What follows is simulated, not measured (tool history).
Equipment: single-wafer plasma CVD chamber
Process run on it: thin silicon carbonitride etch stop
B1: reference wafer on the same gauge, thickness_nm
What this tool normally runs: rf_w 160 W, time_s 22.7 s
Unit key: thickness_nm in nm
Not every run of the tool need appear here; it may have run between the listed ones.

run 1 hour=0 | rf_w=160 time_s=22.7 | B1=14.279 | thickness_nm=13.151
run 2 hour=64.3 | rf_w=160 time_s=19.2 | B1=14.256 | thickness_nm=11.103
run 3 hour=134.7 | rf_w=185 time_s=19.5 | B1=14.224 | thickness_nm=12.224
run 4 hour=203.3 | rf_w=185 time_s=19.5 | B1=14.144 | thickness_nm=12.078
run 5 hour=267.6 | rf_w=160 time_s=26.2 | B1=14.152 | thickness_nm=15.002
run 6 hour=321.1 | rf_w=160 time_s=26.2 | B1=14.105 | thickness_nm=14.961
run 7 hour=384.5 | rf_w=160 time_s=22.7 | B1=14.078 | thickness_nm=13.077
run 8 hour=449.4 | rf_w=160 time_s=22.7 | B1=14.017 | thickness_nm=12.998
run 9 hour=514.3 | rf_w=160 time_s=22.7 | B1=13.982 | thickness_nm=13.032
run 10 hour=573 | rf_w=160 time_s=22.7 | B1=13.94 | thickness_nm=12.891
run 11 hour=637.4 | rf_w=140 time_s=22.7 | B1=13.896 | thickness_nm=11.954
run 12 hour=669.9 | rf_w=140 time_s=22.7 | B1=13.857 | thickness_nm=11.858
-- hour=701.1 showerhead replaced
run 13 hour=724.5 | rf_w=160 time_s=22.7 | B1=13.821 | thickness_nm=12.735
run 14 hour=759.8 | rf_w=160 time_s=22.7 | B1=13.768 | thickness_nm=12.758
run 15 hour=827.2 | rf_w=140 time_s=19.7 | B1=13.742 | thickness_nm=10.182
run 16 hour=865.8 | rf_w=130 time_s=21.5 | B1=13.681 | thickness_nm=10.721
-- hour=878.1 thermocouple changed; heater temperature recalibrated
run 17 hour=907.8 | rf_w=180 time_s=22.7 | B1=13.627 | thickness_nm=13.22
run 18 hour=949.7 | rf_w=145 time_s=23.9 | B1=13.605 | thickness_nm=12.582
-- hour=978.6 RF generator calibrated
run 19 hour=996.1 | rf_w=175 time_s=22.7 | B1=13.558 | thickness_nm=13.058
run 20 hour=1023.5 | rf_w=160 time_s=22.7 | B1=13.506 | thickness_nm=12.386
-- hour=1034.6 gauge calibrated
run 21 hour=1065.6 | rf_w=160 time_s=25.9 | B1=14.311 | thickness_nm=15.012
run 22 hour=1097.4 | rf_w=130 time_s=19.8 | B1=14.294 | thickness_nm=10.275
run 23 hour=1156.1 | rf_w=175 time_s=25.4 | B1=14.304 | thickness_nm=15.55
run 24 hour=1223 | rf_w=170 time_s=21.1 | B1=14.29 | thickness_nm=12.58
run 25 hour=1433.9 | rf_w=160 time_s=22.7 | B1=14.237 | thickness_nm=13.123
run 26 hour=1482 | rf_w=180 time_s=22.7 | B1=14.193 | thickness_nm=13.976
run 27 hour=1551.5 | rf_w=170 time_s=24.1 | B1=14.209 | thickness_nm=14.358
run 28 hour=1591.8 | rf_w=135 time_s=22.7 | B1=14.176 | thickness_nm=11.919
run 29 hour=1620.3 | rf_w=160 time_s=24.5 | B1=14.175 | thickness_nm=14.102

Alternative continuations, all from the tool just after run 29; predict every row:
run A hour=1620.7 | rf_w=160 time_s=22.7 | B1=? | thickness_nm=?
run B hour=1620.7 | rf_w=160 time_s=21 | B1=? | thickness_nm=?
run C hour=1620.7 | rf_w=150 time_s=22.7 | B1=? | thickness_nm=?
run D hour=1620.7 | rf_w=130 time_s=20.3 | B1=? | thickness_nm=?

run=A B1=14.151 thickness_nm=13.06
run=B B1=14.151 thickness_nm=12.082
run=C B1=14.151 thickness_nm=12.627
run=D B1=14.151 thickness_nm=10.409
Without the tool's unlogged condition, the same runs would have read:
run=A thickness_nm=13.183
run=B thickness_nm=12.195
run=C thickness_nm=12.746
run=D thickness_nm=10.507
